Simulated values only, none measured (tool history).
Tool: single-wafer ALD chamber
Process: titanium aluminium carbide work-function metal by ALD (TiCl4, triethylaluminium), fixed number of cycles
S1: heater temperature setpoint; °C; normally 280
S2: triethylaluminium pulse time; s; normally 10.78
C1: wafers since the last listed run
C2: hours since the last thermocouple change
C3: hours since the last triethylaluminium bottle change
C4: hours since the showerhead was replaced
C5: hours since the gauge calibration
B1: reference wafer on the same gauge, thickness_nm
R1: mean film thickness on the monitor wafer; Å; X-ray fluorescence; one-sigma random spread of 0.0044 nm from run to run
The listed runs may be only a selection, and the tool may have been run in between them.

run    hour   S1     S2    C1      C2      C3      C4      C5     B1     R1
  1     0.0  280  10.78     0   192.4   364.6  3070.9  1297.5  1.969  17.21
  2    88.4  280  10.78   697   280.8   453.0  3159.3  1385.9  1.969  17.27
  3   180.8  280  10.78   728   373.2   545.4  3251.7  1478.3  1.972  17.16
  4   251.8  280  10.78   559   444.2   616.4  3322.7  1549.3  1.972  17.17
  5   345.8  280  10.78   741   538.2   710.4  3416.7  1643.3  1.969  17.14
  6   444.4  292  10.78   777   636.8   809.0  3515.3  1741.9  1.970  17.99
  7   496.1  284   9.51   407   688.5   860.7  3567.0  1793.6  1.971  17.22
  8   592.4  284   9.51   759   784.8   957.0  3663.3  1889.9  1.970  17.12
      674.4  -- triethylaluminium bottle replaced
  9   679.6  275  10.78   624   872.0     5.2  3750.5  1977.1  1.970  16.98
 10   732.0  275  10.78   413   924.4    57.6  3802.9  2029.5  1.968  16.91
 11   825.7  275  10.78   738  1018.1   151.3  3896.6  2123.2  1.971  16.89
 12   907.1  280   8.03   641  1099.5   232.7  3978.0  2204.6  1.967  16.61
     1086.6  -- gauge calibrated
 13  1137.9  280   8.03  1820  1330.3   463.5  4208.8    51.3  1.972  16.36
 14  1226.2  280  10.78   696  1418.6   551.8  4297.1   139.6  1.969  16.83
     1256.3  -- thermocouple changed; heater temperature recalibrated
 15  1265.1  292  10.78   243     8.8   590.7  4336.0   178.5  1.969  18.14
 16  1314.1  294  11.97   386    57.8   639.7  4385.0   227.5  1.970  18.48
 17  1355.1  269  12.48   323    98.8   680.7  4426.0   268.5  1.971  16.63
 18  1391.6  271  12.64   287   135.3   717.2  4462.5   305.0  1.970  16.93
 19  1473.2  280  10.78   643   216.9   798.8  4544.1   386.6  1.971  17.24
     1503.6  -- showerhead replaced
 20  1561.4  286   7.49   632   305.1   887.0    57.8   474.8  1.972  16.87
 21  1632.9  291  10.78   563   376.6   958.5   129.3   546.3  1.970  18.02
 22  1803.8  280   8.03  1347   547.5  1129.4   300.2   717.2  1.970  16.56
 23  1846.7  280  14.99   338   590.4  1172.3   343.1   760.1  1.971  17.52
 24  1900.6  280  10.78   425   644.3  1226.2   397.0   814.0  1.970  17.12
     1919.0  -- triethylaluminium bottle replaced
 25  1960.4  291   9.25   408   704.1    41.4   456.8   873.8  1.969  17.95
 26  2012.8  280  10.78   413   756.5    93.8   509.2   926.2  1.971  17.35
 27  2068.1  267  14.57   436   811.8   149.1   564.5   981.5  1.970  16.69
 28  2298.0  293   9.07  1813  1041.7   379.0   794.4  1211.4  1.968  17.76
 29  2458.6  270  10.78  1266  1202.3   539.6   955.0  1372.0  1.970  16.32

Branching from run 29: 3 alternative next runs. What would each branch give?
  A  2459.0  280  10.78   3  1202.7  540.0  955.4  1372.4   ?   ?
  B  2459.0  291  13.21   3  1202.7  540.0  955.4  1372.4   ?   ?
  C  2459.0  270   7.05   3  1202.7  540.0  955.4  1372.4   ?   ?

run     B1     R1
  A  1.971  17.03
  B  1.971  18.10
  C  1.971  15.47
With the hidden condition removed and each run's random variation left untouched, the same runs would have given:
run     R1
  A  17.49
  B  18.50
  C  16.07
